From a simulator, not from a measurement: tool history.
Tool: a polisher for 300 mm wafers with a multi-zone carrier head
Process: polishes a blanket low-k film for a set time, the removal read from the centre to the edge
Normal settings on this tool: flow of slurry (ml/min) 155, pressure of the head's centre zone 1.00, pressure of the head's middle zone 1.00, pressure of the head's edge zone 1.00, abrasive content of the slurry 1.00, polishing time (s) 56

| run | hour | flow of slurry (ml/min) | pressure of the head's centre zone | pressure of the head's middle zone | pressure of the head's edge zone | abrasive content of the slurry | polishing time (s) | incoming thickness of the incoming film, nm | film removed at the wafer's centre (nm) | film removed at mid-radius (nm) | film removed at the wafer's edge (nm) |
|---|---|---|---|---|---|---|---|---|---|---|---|
| 1 | 0.0 | 155 | 1.00 | 1.00 | 1.00 | 1.00 | 56 | 531.9 | 14.6 | 14.1 | 14.6 |
|  | 27.8 | edge zone pressure recalibrated |
| 2 | 63.7 | 155 | 1.00 | 1.00 | 1.00 | 1.00 | 56 | 534.5 | 14.8 | 14.0 | 14.5 |
| 3 | 127.4 | 155 | 1.04 | 0.90 | 0.89 | 1.00 | 47 | 534.9 | 13.0 | 10.6 | 11.6 |
| 4 | 173.0 | 130 | 1.00 | 1.00 | 1.00 | 1.00 | 64 | 520.6 | 16.7 | 15.3 | 16.1 |
|  | 188.1 | centre zone pressure recalibrated |
|  | 189.3 | carrier head's membrane replaced by a new one |
|  | 216.4 | slurry nozzle cleaned |
| 5 | 216.9 | 100 | 1.05 | 1.09 | 1.00 | 0.80 | 56 | 526.0 | 11.8 | 11.9 | 12.1 |
| 6 | 329.1 | 195 | 1.04 | 1.00 | 1.00 | 1.00 | 56 | 528.9 | 15.8 | 14.6 | 14.9 |
| 7 | 380.3 | 155 | 1.00 | 1.06 | 0.94 | 0.80 | 56 | 536.2 | 13.0 | 13.3 | 12.7 |
|  | 410.4 | worn pad replaced by a new one |
|  | 426.5 | edge zone pressure recalibrated |
| 8 | 430.0 | 155 | 1.11 | 1.00 | 1.00 | 1.00 | 56 | 535.1 | 16.3 | 14.0 | 14.5 |
| 9 | 575.5 | 155 | 1.10 | 1.00 | 1.05 | 1.15 | 56 | 540.5 | 17.3 | 15.0 | 15.6 |
| 10 | 601.4 | 155 | 1.05 | 1.00 | 1.00 | 1.25 | 70 | 533.7 | 21.8 | 19.1 | 20.0 |
|  | 640.3 | centre zone pressure recalibrated |
| 11 | 658.0 | 115 | 1.00 | 1.06 | 1.00 | 1.15 | 74 | 532.2 | 18.8 | 18.7 | 19.0 |
| 12 | 696.3 | 155 | 1.05 | 1.00 | 1.00 | 0.70 | 56 | 527.4 | 12.5 | 11.7 | 12.3 |
| 13 | 737.4 | 155 | 1.00 | 1.00 | 0.92 | 1.00 | 56 | 531.5 | 14.5 | 13.8 | 13.9 |
| 14 | 791.1 | 155 | 1.12 | 1.00 | 0.94 | 1.15 | 39 | 522.0 | 11.8 | 10.3 | 10.4 |
|  | 808.5 | worn pad replaced by a new one |
| 15 | 827.7 | 155 | 1.00 | 1.00 | 1.00 | 1.00 | 56 | 529.1 | 14.2 | 14.1 | 14.4 |
|  | 836.9 | edge zone pressure recalibrated |
| 16 | 868.9 | 140 | 1.00 | 1.00 | 1.00 | 1.00 | 56 | 525.5 | 14.0 | 13.5 | 13.9 |
| 17 | 895.3 | 185 | 1.00 | 1.00 | 1.00 | 1.00 | 56 | 523.9 | 14.9 | 14.4 | 15.1 |
|  | 908.9 | slurry nozzle cleaned |
| 18 | 949.1 | 155 | 1.00 | 1.00 | 1.00 | 1.00 | 56 | 529.0 | 14.3 | 14.2 | 14.4 |
| 19 | 1017.4 | 155 | 1.00 | 1.00 | 1.00 | 1.00 | 56 | 536.6 | 14.7 | 14.1 | 14.5 |
| 20 | 1068.0 | 155 | 1.00 | 1.00 | 1.00 | 1.00 | 56 | 539.1 | 14.8 | 13.9 | 14.5 |

Here are 5 independent what-if runs from the current tool condition. What would each one return?
| A | 1068.4 | 155 | 1.00 | 1.00 | 1.00 | 1.00 | 56 | 534.1 | ? | ? | ? |
| B | 1068.4 | 155 | 1.09 | 1.09 | 1.07 | 1.00 | 51 | 534.1 | ? | ? | ? |
| C | 1068.4 | 155 | 0.89 | 1.00 | 1.07 | 0.75 | 56 | 534.1 | ? | ? | ? |
| D | 1068.4 | 155 | 1.00 | 1.00 | 1.10 | 1.00 | 56 | 534.1 | ? | ? | ? |
| E | 1068.4 | 155 | 0.97 | 1.00 | 1.00 | 1.00 | 56 | 534.1 | ? | ? | ? |

| run | film removed at the wafer's centre (nm) | film removed at mid-radius (nm) | film removed at the wafer's edge (nm) |
|---|---|---|---|
| A | 14.8 | 13.7 | 14.3 |
| B | 14.7 | 13.4 | 13.5 |
| C | 11.6 | 12.0 | 13.0 |
| D | 14.8 | 13.7 | 15.0 |
| E | 14.4 | 13.7 | 14.3 |
Stripped of hidden state, with their random variation kept, the same runs would have yielded:
| run | film removed at the wafer's centre (nm) | film removed at mid-radius (nm) | film removed at the wafer's edge (nm) |
|---|---|---|---|
| A | 14.1 | 13.7 | 14.3 |
| B | 13.9 | 13.4 | 13.5 |
| C | 11.0 | 12.0 | 13.0 |
| D | 14.1 | 13.7 | 15.0 |
| E | 13.7 | 13.7 | 14.3 |

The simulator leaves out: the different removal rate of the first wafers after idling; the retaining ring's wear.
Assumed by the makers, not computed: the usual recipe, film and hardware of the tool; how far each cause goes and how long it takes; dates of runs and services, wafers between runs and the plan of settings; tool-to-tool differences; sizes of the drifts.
